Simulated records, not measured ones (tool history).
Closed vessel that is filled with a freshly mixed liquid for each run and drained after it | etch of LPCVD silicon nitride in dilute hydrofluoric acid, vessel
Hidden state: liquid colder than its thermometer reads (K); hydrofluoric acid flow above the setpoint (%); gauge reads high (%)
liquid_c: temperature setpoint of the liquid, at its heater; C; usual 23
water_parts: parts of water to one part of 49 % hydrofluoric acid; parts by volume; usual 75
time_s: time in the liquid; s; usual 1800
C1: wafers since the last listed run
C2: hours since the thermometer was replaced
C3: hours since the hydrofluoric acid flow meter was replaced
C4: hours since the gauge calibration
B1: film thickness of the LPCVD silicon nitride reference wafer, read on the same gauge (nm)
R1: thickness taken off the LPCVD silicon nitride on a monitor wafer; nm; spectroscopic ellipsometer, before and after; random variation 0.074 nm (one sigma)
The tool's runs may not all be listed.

{"run": 1, "hour": 0.0, "liquid_c": 23, "water_parts": 75, "time_s": 1540, "C1": 0, "C2": 2207.6, "C3": 1105, "C4": 236.5, "B1": 150, "R1": 11.09}
{"run": 2, "hour": 18.5, "liquid_c": 23, "water_parts": 75, "time_s": 1800, "C1": 536, "C2": 2226.1, "C3": 1123.5, "C4": 255, "B1": 150.02, "R1": 13.11}
{"run": 3, "hour": 51.1, "liquid_c": 23, "water_parts": 75, "time_s": 1800, "C1": 944, "C2": 2258.7, "C3": 1156.1, "C4": 287.6, "B1": 150, "R1": 13.09}
{"run": 4, "hour": 72.6, "liquid_c": 23, "water_parts": 75, "time_s": 1800, "C1": 623, "C2": 2280.2, "C3": 1177.6, "C4": 309.1, "B1": 150.01, "R1": 13.23}
{"run": 5, "hour": 92.4, "liquid_c": 23, "water_parts": 75, "time_s": 1800, "C1": 573, "C2": 2300, "C3": 1197.4, "C4": 328.9, "B1": 150.01, "R1": 13.08}
{"run": 6, "hour": 111.6, "liquid_c": 20.5, "water_parts": 75, "time_s": 1800, "C1": 556, "C2": 2319.2, "C3": 1216.6, "C4": 348.1, "B1": 150.04, "R1": 11.11}
{"run": 7, "hour": 128.2, "liquid_c": 20, "water_parts": 75, "time_s": 2400, "C1": 481, "C2": 2335.8, "C3": 1233.2, "C4": 364.7, "B1": 149.99, "R1": 14.25}
{"run": 8, "hour": 162.0, "liquid_c": 23, "water_parts": 75, "time_s": 1800, "C1": 979, "C2": 2369.6, "C3": 1267, "C4": 398.5, "B1": 150, "R1": 13.18}
{"run": 9, "hour": 191.4, "liquid_c": 23, "water_parts": 75, "time_s": 1800, "C1": 852, "C2": 2399, "C3": 1296.4, "C4": 427.9, "B1": 150.01, "R1": 13.2}
{"run": 10, "hour": 223.6, "liquid_c": 23, "water_parts": 55, "time_s": 1800, "C1": 933, "C2": 2431.2, "C3": 1328.6, "C4": 460.1, "B1": 149.99, "R1": 18}
{"hour": 229.2, "done": "thermometer replaced"}
{"run": 11, "hour": 244.5, "liquid_c": 23, "water_parts": 55, "time_s": 1800, "C1": 576, "C2": 15.3, "C3": 1349.5, "C4": 481, "B1": 150.03, "R1": 17.82}
{"run": 12, "hour": 273.3, "liquid_c": 23, "water_parts": 55, "time_s": 1800, "C1": 834, "C2": 44.1, "C3": 1378.3, "C4": 509.8, "B1": 150.01, "R1": 17.75}
{"run": 13, "hour": 302.7, "liquid_c": 23, "water_parts": 60, "time_s": 1800, "C1": 852, "C2": 73.5, "C3": 1407.7, "C4": 539.2, "B1": 149.99, "R1": 16.38}
{"run": 14, "hour": 329.5, "liquid_c": 23, "water_parts": 110, "time_s": 860, "C1": 776, "C2": 100.3, "C3": 1434.5, "C4": 566, "B1": 150.01, "R1": 4.31}
{"hour": 339.1, "done": "hydrofluoric acid flow meter replaced"}
{"run": 15, "hour": 344.2, "liquid_c": 27.5, "water_parts": 95, "time_s": 2645, "C1": 397, "C2": 115, "C3": 5.1, "C4": 580.7, "B1": 150.01, "R1": 19.77}
{"run": 16, "hour": 376.6, "liquid_c": 25.5, "water_parts": 55, "time_s": 2465, "C1": 939, "C2": 147.4, "C3": 37.5, "C4": 613.1, "B1": 150, "R1": 27.83}
{"run": 17, "hour": 404.5, "liquid_c": 23, "water_parts": 75, "time_s": 1800, "C1": 808, "C2": 175.3, "C3": 65.4, "C4": 641, "B1": 149.98, "R1": 12.56}
{"run": 18, "hour": 432.8, "liquid_c": 21.5, "water_parts": 55, "time_s": 2845, "C1": 820, "C2": 203.6, "C3": 93.7, "C4": 669.3, "B1": 150, "R1": 24.33}
{"run": 19, "hour": 463.9, "liquid_c": 18, "water_parts": 75, "time_s": 1800, "C1": 901, "C2": 234.7, "C3": 124.8, "C4": 700.4, "B1": 150, "R1": 8.94}
{"hour": 468.5, "done": "gauge calibrated"}
{"run": 20, "hour": 492.2, "liquid_c": 25, "water_parts": 45, "time_s": 2250, "C1": 820, "C2": 263, "C3": 153.1, "C4": 23.7, "B1": 150.01, "R1": 30.04}
{"run": 21, "hour": 507.3, "liquid_c": 25.5, "water_parts": 110, "time_s": 2705, "C1": 437, "C2": 278.1, "C3": 168.2, "C4": 38.8, "B1": 149.99, "R1": 15.53}
{"run": 22, "hour": 530.2, "liquid_c": 20, "water_parts": 55, "time_s": 1225, "C1": 663, "C2": 301, "C3": 191.1, "C4": 61.7, "B1": 150, "R1": 9.53}
{"run": 23, "hour": 553.5, "liquid_c": 23, "water_parts": 75, "time_s": 2575, "C1": 675, "C2": 324.3, "C3": 214.4, "C4": 85, "B1": 149.99, "R1": 17.99}
{"run": 24, "hour": 572.0, "liquid_c": 23, "water_parts": 110, "time_s": 860, "C1": 536, "C2": 342.8, "C3": 232.9, "C4": 103.5, "B1": 150, "R1": 4.1}
{"run": 25, "hour": 659.1, "liquid_c": 23, "water_parts": 60, "time_s": 1450, "C1": 2524, "C2": 429.9, "C3": 320, "C4": 190.6, "B1": 150, "R1": 12.73}
{"run": 26, "hour": 679.1, "liquid_c": 20, "water_parts": 55, "time_s": 1225, "C1": 579, "C2": 449.9, "C3": 340, "C4": 210.6, "B1": 150, "R1": 9.6}
{"run": 27, "hour": 701.6, "liquid_c": 23, "water_parts": 105, "time_s": 1800, "C1": 652, "C2": 472.4, "C3": 362.5, "C4": 233.1, "B1": 149.99, "R1": 9.03}
{"run": 28, "hour": 729.7, "liquid_c": 23, "water_parts": 75, "time_s": 1175, "C1": 814, "C2": 500.5, "C3": 390.6, "C4": 261.2, "B1": 149.99, "R1": 8.2}
{"run": 29, "hour": 743.9, "liquid_c": 23, "water_parts": 110, "time_s": 1800, "C1": 411, "C2": 514.7, "C3": 404.8, "C4": 275.4, "B1": 150, "R1": 8.7}
{"run": 30, "hour": 766.6, "liquid_c": 23, "water_parts": 75, "time_s": 2420, "C1": 657, "C2": 537.4, "C3": 427.5, "C4": 298.1, "B1": 150.01, "R1": 17.02}
{"run": 31, "hour": 825.2, "liquid_c": 23, "water_parts": 75, "time_s": 1800, "C1": 1698, "C2": 596, "C3": 486.1, "C4": 356.7, "B1": 149.99, "R1": 12.69}
{"run": 32, "hour": 848.1, "liquid_c": 23, "water_parts": 105, "time_s": 1800, "C1": 663, "C2": 618.9, "C3": 509, "C4": 379.6, "B1": 150, "R1": 9.19}

How the hidden state differs across the entries between the runs, from the last listed run before each to the first after it:
Between runs 10 and 11: thermometer replaced (hour 229.2)
  hydrofluoric acid flow above the setpoint (%): 5.09 -> 5.16
  measured less the result without the state, R1: +0.86 -> +0.85 nm
Between runs 14 and 15: hydrofluoric acid flow meter replaced (hour 339.1)
  hydrofluoric acid flow above the setpoint (%): 5.42 -> 0.456
  measured less the result without the state, R1: +0.22 -> +0.09 nm
Between runs 19 and 20: gauge calibrated (hour 468.5)
  hydrofluoric acid flow above the setpoint (%): 0.831 -> 0.92
  measured less the result without the state, R1: +0.07 -> +0.27 nm
